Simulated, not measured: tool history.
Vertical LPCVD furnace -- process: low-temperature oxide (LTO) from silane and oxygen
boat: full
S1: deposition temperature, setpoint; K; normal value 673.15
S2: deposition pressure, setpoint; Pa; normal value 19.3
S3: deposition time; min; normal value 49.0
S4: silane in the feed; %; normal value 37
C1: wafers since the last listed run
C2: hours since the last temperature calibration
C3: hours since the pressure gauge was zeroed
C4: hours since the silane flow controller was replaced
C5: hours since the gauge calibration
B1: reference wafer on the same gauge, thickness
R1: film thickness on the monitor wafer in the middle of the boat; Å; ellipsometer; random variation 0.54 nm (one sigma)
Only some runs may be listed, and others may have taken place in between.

run	hour	S1	S2	S3	S4	C1	C2	C3	C4	C5	B1	R1
1	0.0	673.15	19.3	49.0	37	0	3972.8	2321.7	3519.9	1515.3	217.98	2508.0
2	43.2	673.15	19.3	49.0	37	453	4016.0	2364.9	3563.1	1558.5	218.01	2507.4
3	112.0	673.15	19.3	56.0	40	721	4084.8	2433.7	3631.9	1627.3	217.94	3163.4
4	148.3	673.15	19.3	49.0	37	380	4121.1	2470.0	3668.2	1663.6	218.01	2501.7
# hour 158.0: gauge calibrated
# hour 185.0: pressure gauge zeroed
5	217.7	673.15	19.3	49.0	37	476	4190.5	32.7	3737.6	59.7	218.05	2506.4
6	261.3	673.15	19.3	49.0	37	457	4234.1	76.3	3781.2	103.3	217.93	2517.4
7	319.6	673.15	19.3	49.0	37	611	4292.4	134.6	3839.5	161.6	217.99	2519.8
8	378.0	673.15	19.3	49.0	37	612	4350.8	193.0	3897.9	220.0	217.98	2512.4
9	443.7	673.15	19.3	49.0	37	689	4416.5	258.7	3963.6	285.7	218.00	2516.2
10	509.9	673.15	19.3	49.0	37	694	4482.7	324.9	4029.8	351.9	218.03	2505.3
11	575.9	666.15	23.3	49.0	37	692	4548.7	390.9	4095.8	417.9	218.02	2801.3
12	715.3	673.15	19.3	54.5	37	1462	4688.1	530.3	4235.2	557.3	218.08	2787.9
13	746.0	667.15	16.0	67.0	33	322	4718.8	561.0	4265.9	588.0	218.00	2268.9
14	789.7	673.15	19.3	49.0	37	458	4762.5	604.7	4309.6	631.7	217.98	2510.5
# hour 841.2: silane flow controller replaced
15	841.7	673.15	19.3	49.0	37	293	4814.5	656.7	0.5	683.7	218.07	2515.9
16	881.4	684.15	15.3	43.0	33	416	4854.2	696.4	40.2	723.4	218.00	1702.6
17	936.9	661.15	19.3	49.0	37	582	4909.7	751.9	95.7	778.9	217.97	2188.5
# hour 983.3: thermocouples replaced and temperature profile calibrated
18	983.8	670.15	21.3	35.5	37	240	0.5	798.8	142.6	825.8	218.05	1941.7
19	1036.8	670.15	19.3	49.0	37	556	53.5	851.8	195.6	878.8	218.01	2417.1
20	1073.8	662.15	19.3	49.0	37	388	90.5	888.8	232.6	915.8	217.99	2214.9
21	1098.4	673.15	19.3	62.5	37	258	115.1	913.4	257.2	940.4	218.02	3217.9
22	1127.6	673.15	19.3	49.0	37	306	144.3	942.6	286.4	969.6	217.96	2517.5
23	1179.5	673.15	19.3	56.0	37	544	196.2	994.5	338.3	1021.5	218.12	2870.9
24	1216.6	673.15	14.7	49.0	37	389	233.3	1031.6	375.4	1058.6	217.97	1906.8
25	1255.3	683.15	14.7	39.0	37	406	272.0	1070.3	414.1	1097.3	217.98	1697.6
26	1302.8	682.15	19.3	49.0	33	498	319.5	1117.8	461.6	1144.8	218.04	2388.8
27	1365.0	663.15	19.3	49.0	32	652	381.7	1180.0	523.8	1207.0	217.94	1822.4
28	1420.6	673.15	19.3	36.5	37	583	437.3	1235.6	579.4	1262.6	218.04	1868.7
29	1456.9	685.15	22.0	49.0	37	380	473.6	1271.9	615.7	1298.9	218.01	3260.6
30	1491.0	683.15	17.3	56.5	33	357	507.7	1306.0	649.8	1333.0	218.02	2496.2

Predict each of these 5 candidate next runs independently; none follows another, all start after run 30:
A	1495.2	673.15	19.3	49.0	37	44	511.9	1310.2	654.0	1337.2	?	?
B	1495.2	673.15	20.7	56.0	37	44	511.9	1310.2	654.0	1337.2	?	?
C	1495.2	682.15	21.3	39.0	37	44	511.9	1310.2	654.0	1337.2	?	?
D	1495.2	673.15	24.0	49.0	37	44	511.9	1310.2	654.0	1337.2	?	?
E	1495.2	683.15	22.7	56.5	37	44	511.9	1310.2	654.0	1337.2	?	?

run	B1	R1
A	218.04	2504.2
B	218.04	3059.3
C	218.04	2430.2
D	218.04	3108.6
E	218.04	3781.6
With the hidden condition removed and each run's random variation left untouched, the same runs would have given:
run	R1
A	2504.2
B	3059.3
C	2430.2
D	3108.6
E	3781.6

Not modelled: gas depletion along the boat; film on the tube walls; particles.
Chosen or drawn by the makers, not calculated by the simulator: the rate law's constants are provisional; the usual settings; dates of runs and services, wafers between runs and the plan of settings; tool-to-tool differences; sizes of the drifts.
